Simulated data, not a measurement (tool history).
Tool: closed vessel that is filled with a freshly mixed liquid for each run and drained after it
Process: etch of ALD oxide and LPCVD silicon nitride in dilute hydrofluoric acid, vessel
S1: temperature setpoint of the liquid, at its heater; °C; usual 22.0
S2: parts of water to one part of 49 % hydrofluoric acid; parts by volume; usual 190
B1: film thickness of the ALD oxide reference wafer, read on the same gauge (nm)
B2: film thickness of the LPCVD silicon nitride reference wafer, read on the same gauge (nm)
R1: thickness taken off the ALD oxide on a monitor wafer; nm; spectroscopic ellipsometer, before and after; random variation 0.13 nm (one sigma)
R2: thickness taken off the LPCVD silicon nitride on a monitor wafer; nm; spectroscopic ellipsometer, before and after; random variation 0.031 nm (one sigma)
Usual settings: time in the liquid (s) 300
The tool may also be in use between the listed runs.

{"run": 1, "hour": 0.0, "S1": 22.0, "S2": 190, "time in the liquid (s)": 250, "B1": 140.0, "B2": 30.011, "R1": 21.67, "R2": 0.582}
{"run": 2, "hour": 54.4, "S1": 22.0, "S2": 190, "time in the liquid (s)": 250, "B1": 140.0, "B2": 30.018, "R1": 21.59, "R2": 0.591}
{"run": 3, "hour": 97.6, "S1": 22.0, "S2": 190, "time in the liquid (s)": 300, "B1": 140.05, "B2": 29.979, "R1": 25.88, "R2": 0.705}
{"run": 4, "hour": 133.9, "S1": 22.0, "S2": 190, "time in the liquid (s)": 300, "B1": 140.02, "B2": 29.999, "R1": 25.72, "R2": 0.664}
{"run": 5, "hour": 192.4, "S1": 22.0, "S2": 120, "time in the liquid (s)": 300, "B1": 140.03, "B2": 30.01, "R1": 44.7, "R2": 1.078}
{"run": 6, "hour": 263.8, "S1": 22.0, "S2": 190, "time in the liquid (s)": 300, "B1": 139.98, "B2": 30.001, "R1": 25.87, "R2": 0.682}
{"run": 7, "hour": 318.3, "S1": 22.0, "S2": 145, "time in the liquid (s)": 300, "B1": 139.98, "B2": 29.991, "R1": 35.28, "R2": 0.87}
{"run": 8, "hour": 361.4, "S1": 22.0, "S2": 145, "time in the liquid (s)": 300, "B1": 139.98, "B2": 30.013, "R1": 35.31, "R2": 0.919}
{"hour": 390.2, "done": "gauge calibrated"}
{"run": 9, "hour": 416.0, "S1": 22.0, "S2": 190, "time in the liquid (s)": 300, "B1": 140.01, "B2": 30.0, "R1": 25.68, "R2": 0.691}
{"hour": 437.9, "done": "thermometer replaced"}
{"run": 10, "hour": 442.9, "S1": 22.0, "S2": 190, "time in the liquid (s)": 300, "B1": 140.0, "B2": 29.996, "R1": 25.57, "R2": 0.675}
{"run": 11, "hour": 504.5, "S1": 20.0, "S2": 190, "time in the liquid (s)": 300, "B1": 140.01, "B2": 29.982, "R1": 23.87, "R2": 0.565}
{"run": 12, "hour": 572.4, "S1": 18.5, "S2": 270, "time in the liquid (s)": 300, "B1": 139.98, "B2": 30.002, "R1": 14.55, "R2": 0.4}
{"run": 13, "hour": 614.4, "S1": 22.0, "S2": 190, "time in the liquid (s)": 300, "B1": 139.99, "B2": 29.99, "R1": 25.38, "R2": 0.67}
{"run": 14, "hour": 668.9, "S1": 22.0, "S2": 190, "time in the liquid (s)": 300, "B1": 140.05, "B2": 30.016, "R1": 25.29, "R2": 0.647}
{"hour": 686.7, "done": "hydrofluoric acid flow meter replaced"}
{"run": 15, "hour": 720.9, "S1": 22.0, "S2": 225, "time in the liquid (s)": 125, "B1": 140.03, "B2": 30.002, "R1": 8.91, "R2": 0.251}
{"run": 16, "hour": 754.1, "S1": 22.0, "S2": 190, "time in the liquid (s)": 300, "B1": 139.99, "B2": 29.987, "R1": 26.06, "R2": 0.729}
{"run": 17, "hour": 822.1, "S1": 22.0, "S2": 190, "time in the liquid (s)": 300, "B1": 140.0, "B2": 29.996, "R1": 26.02, "R2": 0.65}
{"run": 18, "hour": 867.9, "S1": 22.0, "S2": 100, "time in the liquid (s)": 410, "B1": 139.96, "B2": 30.006, "R1": 74.89, "R2": 1.886}
{"run": 19, "hour": 897.7, "S1": 20.0, "S2": 125, "time in the liquid (s)": 300, "B1": 139.98, "B2": 30.013, "R1": 39.07, "R2": 0.9}
{"run": 20, "hour": 948.8, "S1": 17.5, "S2": 280, "time in the liquid (s)": 410, "B1": 140.01, "B2": 29.974, "R1": 18.79, "R2": 0.502}
{"run": 21, "hour": 1026.3, "S1": 22.0, "S2": 190, "time in the liquid (s)": 190, "B1": 140.03, "B2": 30.001, "R1": 16.52, "R2": 0.455}
{"run": 22, "hour": 1070.1, "S1": 18.0, "S2": 115, "time in the liquid (s)": 300, "B1": 139.98, "B2": 29.998, "R1": 39.57, "R2": 0.823}

5 ways to go on from here, each from the tool as it stands after run 22. What would each give?
{"run": "A", "hour": 1070.8, "S1": 22.0, "S2": 190, "time in the liquid (s)": 300, "B1": "?", "B2": "?", "R1": "?", "R2": "?"}
{"run": "B", "hour": 1070.8, "S1": 22.0, "S2": 190, "time in the liquid (s)": 405, "B1": "?", "B2": "?", "R1": "?", "R2": "?"}
{"run": "C", "hour": 1070.8, "S1": 20.5, "S2": 190, "time in the liquid (s)": 300, "B1": "?", "B2": "?", "R1": "?", "R2": "?"}
{"run": "D", "hour": 1070.8, "S1": 22.0, "S2": 155, "time in the liquid (s)": 200, "B1": "?", "B2": "?", "R1": "?", "R2": "?"}
{"run": "E", "hour": 1070.8, "S1": 22.0, "S2": 155, "time in the liquid (s)": 460, "B1": "?", "B2": "?", "R1": "?", "R2": "?"}

run=A B1=139.98 B2=29.994 R1=25.92 R2=0.706
run=B B1=139.98 B2=29.994 R1=34.99 R2=0.953
run=C B1=139.98 B2=29.994 R1=24.47 R2=0.640
run=D B1=139.98 B2=29.994 R1=21.99 R2=0.575
run=E B1=139.98 B2=29.994 R1=50.58 R2=1.322
Without the tool's hidden state the same runs would have given:
run=A R1=26.25 R2=0.713
run=B R1=35.44 R2=0.963
run=C R1=24.78 R2=0.647
run=D R1=22.26 R2=0.581
run=E R1=51.20 R2=1.336

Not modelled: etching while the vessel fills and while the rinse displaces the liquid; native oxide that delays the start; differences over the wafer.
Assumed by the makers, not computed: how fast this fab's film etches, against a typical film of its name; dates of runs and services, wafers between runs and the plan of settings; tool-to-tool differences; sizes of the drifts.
